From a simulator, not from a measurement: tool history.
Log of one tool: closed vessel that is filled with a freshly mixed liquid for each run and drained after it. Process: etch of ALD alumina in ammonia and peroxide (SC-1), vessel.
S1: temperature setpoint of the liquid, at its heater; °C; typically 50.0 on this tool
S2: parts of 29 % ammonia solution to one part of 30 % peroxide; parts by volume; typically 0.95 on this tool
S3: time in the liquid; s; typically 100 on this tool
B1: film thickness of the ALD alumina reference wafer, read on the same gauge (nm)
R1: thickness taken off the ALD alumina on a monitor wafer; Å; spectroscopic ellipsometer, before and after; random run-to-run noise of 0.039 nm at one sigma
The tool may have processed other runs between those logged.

{"run": 1, "day": 0.0, "S1": 50.0, "S2": 0.95, "S3": 100, "B1": 140.0, "R1": 73.6}
{"run": 2, "day": 0.5, "S1": 50.0, "S2": 0.8, "S3": 100, "B1": 140.03, "R1": 72.1}
{"day": 1.208, "done": "gauge calibrated"}
{"run": 3, "day": 1.225, "S1": 50.0, "S2": 0.8, "S3": 100, "B1": 140.0, "R1": 72.2}
{"run": 4, "day": 1.771, "S1": 50.0, "S2": 1.15, "S3": 80, "B1": 139.98, "R1": 59.3}
{"run": 5, "day": 2.321, "S1": 55.5, "S2": 0.75, "S3": 100, "B1": 140.03, "R1": 96.5}
{"run": 6, "day": 2.771, "S1": 50.0, "S2": 0.95, "S3": 100, "B1": 139.99, "R1": 73.5}
{"run": 7, "day": 3.517, "S1": 50.0, "S2": 0.95, "S3": 100, "B1": 139.96, "R1": 73.0}
{"day": 3.7, "done": "thermometer replaced"}
{"run": 8, "day": 3.792, "S1": 50.0, "S2": 0.95, "S3": 100, "B1": 139.97, "R1": 67.5}
{"run": 9, "day": 4.288, "S1": 50.0, "S2": 0.95, "S3": 80, "B1": 140.03, "R1": 54.7}
{"day": 4.508, "done": "new drum of ammonia solution connected"}
{"run": 10, "day": 4.654, "S1": 53.0, "S2": 0.95, "S3": 115, "B1": 140.01, "R1": 91.8}
{"run": 11, "day": 5.221, "S1": 50.0, "S2": 0.95, "S3": 50, "B1": 140.02, "R1": 34.2}
{"run": 12, "day": 5.888, "S1": 50.0, "S2": 0.95, "S3": 100, "B1": 140.01, "R1": 67.6}
{"run": 13, "day": 6.621, "S1": 46.5, "S2": 0.65, "S3": 55, "B1": 139.98, "R1": 29.8}
{"run": 14, "day": 7.354, "S1": 50.0, "S2": 0.95, "S3": 100, "B1": 139.97, "R1": 68.0}
{"run": 15, "day": 7.796, "S1": 50.0, "S2": 0.95, "S3": 100, "B1": 139.97, "R1": 68.8}
{"run": 16, "day": 8.108, "S1": 45.0, "S2": 0.7, "S3": 130, "B1": 140.04, "R1": 65.8}
{"run": 17, "day": 8.579, "S1": 55.5, "S2": 0.8, "S3": 100, "B1": 139.99, "R1": 90.4}
{"run": 18, "day": 9.296, "S1": 56.0, "S2": 0.8, "S3": 75, "B1": 140.04, "R1": 69.8}
{"day": 9.392, "done": "ammonia flow meter replaced"}
{"run": 19, "day": 9.971, "S1": 50.0, "S2": 0.95, "S3": 100, "B1": 139.99, "R1": 68.7}
{"run": 20, "day": 10.233, "S1": 43.5, "S2": 1.15, "S3": 45, "B1": 140.0, "R1": 21.7}
{"run": 21, "day": 10.654, "S1": 53.0, "S2": 1.2, "S3": 135, "B1": 140.01, "R1": 112.2}
{"run": 22, "day": 11.171, "S1": 50.0, "S2": 0.95, "S3": 100, "B1": 140.01, "R1": 69.6}
{"run": 23, "day": 11.717, "S1": 50.0, "S2": 0.95, "S3": 100, "B1": 139.98, "R1": 69.0}
{"run": 24, "day": 12.167, "S1": 50.0, "S2": 0.85, "S3": 100, "B1": 139.98, "R1": 68.7}
{"run": 25, "day": 12.496, "S1": 50.0, "S2": 0.85, "S3": 85, "B1": 139.96, "R1": 58.3}
{"run": 26, "day": 12.967, "S1": 50.0, "S2": 0.95, "S3": 100, "B1": 140.0, "R1": 69.0}
{"run": 27, "day": 13.454, "S1": 50.0, "S2": 0.75, "S3": 100, "B1": 139.98, "R1": 66.7}
{"run": 28, "day": 13.908, "S1": 59.5, "S2": 0.95, "S3": 75, "B1": 140.0, "R1": 86.4}
{"run": 29, "day": 14.579, "S1": 50.0, "S2": 0.95, "S3": 150, "B1": 139.97, "R1": 103.0}

Each row is a separate what-if for the run after 29, all from the same tool condition, not one after another. Results?
{"run": "A", "day": 14.608, "S1": 50.0, "S2": 0.95, "S3": 115, "B1": "?", "R1": "?"}
{"run": "B", "day": 14.608, "S1": 58.0, "S2": 1.2, "S3": 100, "B1": "?", "R1": "?"}
{"run": "C", "day": 14.608, "S1": 50.0, "S2": 1.1, "S3": 85, "B1": "?", "R1": "?"}
{"run": "D", "day": 14.608, "S1": 54.5, "S2": 0.65, "S3": 100, "B1": "?", "R1": "?"}

run=A B1=139.98 R1=79.8
run=B B1=139.98 R1=108.7
run=C B1=139.98 R1=59.8
run=D B1=139.98 R1=85.4
Without the tool's hidden state the same runs would have given:
run=A R1=77.0
run=B R1=105.0
run=C R1=57.7
run=D R1=82.4
